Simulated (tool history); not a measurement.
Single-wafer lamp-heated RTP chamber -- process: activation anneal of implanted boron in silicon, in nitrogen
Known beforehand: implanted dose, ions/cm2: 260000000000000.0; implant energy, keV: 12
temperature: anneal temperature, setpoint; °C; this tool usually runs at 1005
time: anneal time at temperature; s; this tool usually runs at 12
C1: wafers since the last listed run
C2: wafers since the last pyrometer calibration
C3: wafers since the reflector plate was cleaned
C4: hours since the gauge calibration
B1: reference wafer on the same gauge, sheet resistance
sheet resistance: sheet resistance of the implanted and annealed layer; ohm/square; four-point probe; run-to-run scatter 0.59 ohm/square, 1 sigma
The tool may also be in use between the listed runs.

run 1 hour=0 | temperature=1005 time=12 | C1=0 C2=2006 C3=6492 C4=277.5 | B1=406.9 | sheet_resistance=393.5
-- hour=9.8 pyrometer window cleaned and pyrometer calibrated
run 2 hour=22.2 | temperature=1005 time=12 | C1=277 C2=242 C3=6769 C4=299.7 | B1=407.02 | sheet_resistance=395.51
-- hour=98.2 pyrometer window cleaned and pyrometer calibrated
run 3 hour=125 | temperature=1005 time=12 | C1=1851 C2=522 C3=8621 C4=402.5 | B1=407 | sheet_resistance=395.67
run 4 hour=155 | temperature=1005 time=12 | C1=586 C2=1108 C3=9207 C4=432.5 | B1=407.04 | sheet_resistance=394.16
run 5 hour=179.7 | temperature=1012 time=10 | C1=482 C2=1591 C3=9690 C4=457.2 | B1=406.97 | sheet_resistance=392.66
-- hour=197 pyrometer window cleaned and pyrometer calibrated
run 6 hour=197.5 | temperature=1012 time=10 | C1=191 C2=10 C3=9881 C4=475 | B1=406.95 | sheet_resistance=394.51
run 7 hour=217.2 | temperature=1012 time=10 | C1=384 C2=394 C3=10266 C4=494.7 | B1=407.05 | sheet_resistance=394.41
-- hour=226.5 gauge calibrated
run 8 hour=249.7 | temperature=1005 time=12 | C1=634 C2=1029 C3=10901 C4=23.2 | B1=406.89 | sheet_resistance=395.7
-- hour=264.9 reflector plate cleaned
run 9 hour=265.4 | temperature=1005 time=12 | C1=150 C2=1180 C3=10 C4=38.9 | B1=406.98 | sheet_resistance=393.87
-- hour=284.2 pyrometer window cleaned and pyrometer calibrated
run 10 hour=284.7 | temperature=1005 time=12 | C1=220 C2=10 C3=230 C4=58.2 | B1=407.05 | sheet_resistance=396.66
run 11 hour=316.2 | temperature=980 time=10 | C1=615 C2=626 C3=846 C4=89.7 | B1=407 | sheet_resistance=409.67
run 12 hour=350.5 | temperature=1013 time=19 | C1=670 C2=1296 C3=1516 C4=124 | B1=406.97 | sheet_resistance=392.2
run 13 hour=376.7 | temperature=991 time=15 | C1=511 C2=1807 C3=2028 C4=150.2 | B1=406.96 | sheet_resistance=395.59
-- hour=385.4 pyrometer window cleaned and pyrometer calibrated
run 14 hour=407.2 | temperature=979 time=7 | C1=439 C2=426 C3=2467 C4=180.7 | B1=406.98 | sheet_resistance=414.34
run 15 hour=432.1 | temperature=1005 time=12 | C1=486 C2=913 C3=2953 C4=205.6 | B1=406.98 | sheet_resistance=395.14
run 16 hour=466.1 | temperature=994 time=8 | C1=664 C2=1577 C3=3618 C4=239.6 | B1=407.03 | sheet_resistance=398.23
-- hour=501.9 pyrometer window cleaned and pyrometer calibrated
run 17 hour=502.4 | temperature=1016 time=19 | C1=552 C2=10 C3=4170 C4=275.9 | B1=406.9 | sheet_resistance=391.49
run 18 hour=511.5 | temperature=1018 time=16 | C1=177 C2=188 C3=4348 C4=285 | B1=407.01 | sheet_resistance=392.37

4 ways to go on from here, each from the tool as it stands after run 18. What would each give?
run A hour=511.9 | temperature=1005 time=19 | C1=7 C2=195 C3=4356 C4=285.4 | B1=? | sheet_resistance=?
run B hour=511.9 | temperature=1029 time=7 | C1=7 C2=195 C3=4356 C4=285.4 | B1=? | sheet_resistance=?
run C hour=511.9 | temperature=1027 time=17 | C1=7 C2=195 C3=4356 C4=285.4 | B1=? | sheet_resistance=?
run D hour=511.9 | temperature=983 time=14 | C1=7 C2=195 C3=4356 C4=285.4 | B1=? | sheet_resistance=?

run=A B1=407.05 sheet_resistance=394.08
run=B B1=407.05 sheet_resistance=393.28
run=C B1=407.05 sheet_resistance=391.14
run=D B1=407.05 sheet_resistance=405.78
With the hidden condition removed and each run's random variation left untouched, the same runs would have given:
run=A sheet_resistance=394.41
run=B sheet_resistance=393.41
run=C sheet_resistance=391.27
run=D sheet_resistance=406.85

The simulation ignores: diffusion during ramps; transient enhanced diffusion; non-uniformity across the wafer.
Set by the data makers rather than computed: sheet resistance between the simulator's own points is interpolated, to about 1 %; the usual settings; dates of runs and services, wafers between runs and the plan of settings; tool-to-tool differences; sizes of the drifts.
